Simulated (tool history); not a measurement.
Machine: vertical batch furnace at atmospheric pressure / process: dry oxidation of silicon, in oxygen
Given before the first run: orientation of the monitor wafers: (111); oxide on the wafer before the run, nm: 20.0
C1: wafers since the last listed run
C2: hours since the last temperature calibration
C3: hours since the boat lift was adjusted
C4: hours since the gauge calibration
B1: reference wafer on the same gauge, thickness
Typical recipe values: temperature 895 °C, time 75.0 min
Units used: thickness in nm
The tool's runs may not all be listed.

Run 1, day 0.000: usual settings but time 100.5 min; C1 0; C2 2338.2; C3 4461.8; C4 530.1; B1 46.61. Result: thickness 47.72 nm.
Run 2, day 1.154: usual settings but time 100.5 min; C1 345; C2 2365.9; C3 4489.5; C4 557.8; B1 46.53. Result: thickness 47.74 nm.
Run 3, day 2.054: usual settings but time 100.5 min; C1 269; C2 2387.5; C3 4511.1; C4 579.4; B1 46.50. Result: thickness 47.34 nm.
Run 4, day 3.288: usual settings; C1 369; C2 2417.1; C3 4540.7; C4 609.0; B1 46.38. Result: thickness 41.16 nm.
Run 5, day 4.246: usual settings; C1 286; C2 2440.1; C3 4563.7; C4 632.0; B1 46.44. Result: thickness 41.33 nm.
Run 6, day 4.846: usual settings; C1 179; C2 2454.5; C3 4578.1; C4 646.4; B1 46.35. Result: thickness 41.50 nm.
Run 7, day 6.071: usual settings; C1 366; C2 2483.9; C3 4607.5; C4 675.8; B1 46.23. Result: thickness 41.01 nm.
Run 8, day 6.933: usual settings but temperature 889 °C, time 50.5 min; C1 258; C2 2504.6; C3 4628.2; C4 696.5; B1 46.19. Result: thickness 33.08 nm.
Run 9, day 7.550: usual settings but temperature 909 °C; C1 184; C2 2519.4; C3 4643.0; C4 711.3; B1 46.17. Result: thickness 45.01 nm.
Run 10, day 8.096: usual settings but temperature 909 °C; C1 163; C2 2532.5; C3 4656.1; C4 724.4; B1 46.15. Result: thickness 45.20 nm.
Run 11, day 9.546: usual settings but temperature 909 °C; C1 434; C2 2567.3; C3 4690.9; C4 759.2; B1 46.05. Result: thickness 44.79 nm.
Run 12, day 10.079: usual settings; C1 159; C2 2580.1; C3 4703.7; C4 772.0; B1 45.98. Result: thickness 40.70 nm.
Run 13, day 10.729: usual settings but time 95.5 min; C1 194; C2 2595.7; C3 4719.3; C4 787.6; B1 45.97. Result: thickness 45.30 nm.
Run 14, day 11.988: usual settings but time 95.5 min; C1 376; C2 2625.9; C3 4749.5; C4 817.8; B1 45.90. Result: thickness 45.64 nm.
At day 12.312: gauge calibrated.
Run 15, day 14.804: usual settings but time 95.5 min; C1 843; C2 2693.5; C3 4817.1; C4 59.8; B1 47.15. Result: thickness 46.90 nm.
Run 16, day 15.408: usual settings; C1 180; C2 2708.0; C3 4831.6; C4 74.3; B1 47.16. Result: thickness 41.84 nm.
At day 16.821: boat lift adjusted.
Run 17, day 16.842: usual settings; C1 129; C2 2742.4; C3 0.5; C4 108.7; B1 47.24. Result: thickness 41.89 nm.
At day 17.938: thermocouples replaced and temperature profile calibrated.
Run 18, day 18.083: usual settings; C1 72; C2 3.5; C3 30.3; C4 138.5; B1 47.20. Result: thickness 41.65 nm.
Run 19, day 19.158: usual settings but temperature 918 °C, time 40.5 min; C1 321; C2 29.3; C3 56.1; C4 164.3; B1 47.14. Result: thickness 37.08 nm.
Run 20, day 19.746: usual settings but temperature 910 °C; C1 175; C2 43.4; C3 70.2; C4 178.4; B1 47.08. Result: thickness 45.84 nm.
Run 21, day 21.104: usual settings but temperature 882 °C, time 53.5 min; C1 406; C2 76.0; C3 102.8; C4 211.0; B1 47.13. Result: thickness 33.43 nm.
Run 22, day 22.275: usual settings but temperature 909 °C; C1 350; C2 104.1; C3 130.9; C4 239.1; B1 47.06. Result: thickness 45.72 nm.
Run 23, day 23.033: usual settings but time 109.0 min; C1 227; C2 122.3; C3 149.1; C4 257.3; B1 47.11. Result: thickness 49.97 nm.
Run 24, day 24.083: usual settings but temperature 910 °C, time 39.5 min; C1 314; C2 147.5; C3 174.3; C4 282.5; B1 46.99. Result: thickness 34.72 nm.
Run 25, day 25.488: usual settings but temperature 878 °C, time 46.0 min; C1 420; C2 181.2; C3 208.0; C4 316.2; B1 47.06. Result: thickness 31.12 nm.
Run 26, day 26.354: usual settings but temperature 886 °C, time 103.5 min; C1 259; C2 202.0; C3 228.8; C4 337.0; B1 46.96. Result: thickness 45.50 nm.
Run 27, day 26.996: usual settings; C1 192; C2 217.4; C3 244.2; C4 352.4; B1 46.98. Result: thickness 41.44 nm.
Run 28, day 30.488: usual settings; C1 1045; C2 301.2; C3 328.0; C4 436.2; B1 46.81. Result: thickness 41.54 nm.
Run 29, day 31.462: usual settings; C1 291; C2 324.6; C3 351.4; C4 459.6; B1 46.82. Result: thickness 41.24 nm.
Run 30, day 32.488: usual settings but temperature 881 °C, time 51.0 min; C1 306; C2 349.2; C3 376.0; C4 484.2; B1 46.72. Result: thickness 32.67 nm.
Run 31, day 33.958: usual settings but temperature 871 °C, time 102.0 min; C1 440; C2 384.5; C3 411.3; C4 519.5; B1 46.76. Result: thickness 40.30 nm.
Run 32, day 34.608: usual settings; C1 194; C2 400.1; C3 426.9; C4 535.1; B1 46.67. Result: thickness 41.10 nm.
Run 33, day 36.021: usual settings; C1 422; C2 434.0; C3 460.8; C4 569.0; B1 46.49. Result: thickness 41.21 nm.
Run 34, day 36.542: usual settings but temperature 876 °C, time 60.5 min; C1 155; C2 446.5; C3 473.3; C4 581.5; B1 46.52. Result: thickness 33.48 nm.
Run 35, day 37.508: usual settings but temperature 914 °C, time 51.5 min; C1 289; C2 469.7; C3 496.5; C4 604.7; B1 46.49. Result: thickness 39.34 nm.
Run 36, day 38.712: usual settings but time 60.5 min; C1 360; C2 498.6; C3 525.4; C4 633.6; B1 46.31. Result: thickness 37.49 nm.

Exercise: give the hidden state of the tool at every run:
true tube temperature minus thermocouple reading, K: 0 at every run
monitor wafer colder than the profiled boat position, K: 0 at every run
H1: gauge reads high (%)
run       H1
  1    -1.03
  2    -1.16
  3    -1.26
  4    -1.41
  5    -1.53
  6    -1.61
  7    -1.78
  8     -1.9
  9    -1.99
 10    -2.07
 11    -2.29
 12    -2.38
 13    -2.48
 14    -2.69
 15    0.213
 16    0.204
 17    0.177
 18    0.146
 19    0.112
 20   0.0917
 21   0.0373
 22  -0.0169
 23  -0.0556
 24   -0.114
 25     -0.2
 26   -0.259
 27   -0.304
 28   -0.587
 29   -0.677
 30   -0.777
 31   -0.928
 32   -0.999
 33    -1.16
 34    -1.22
 35    -1.34
 36    -1.49
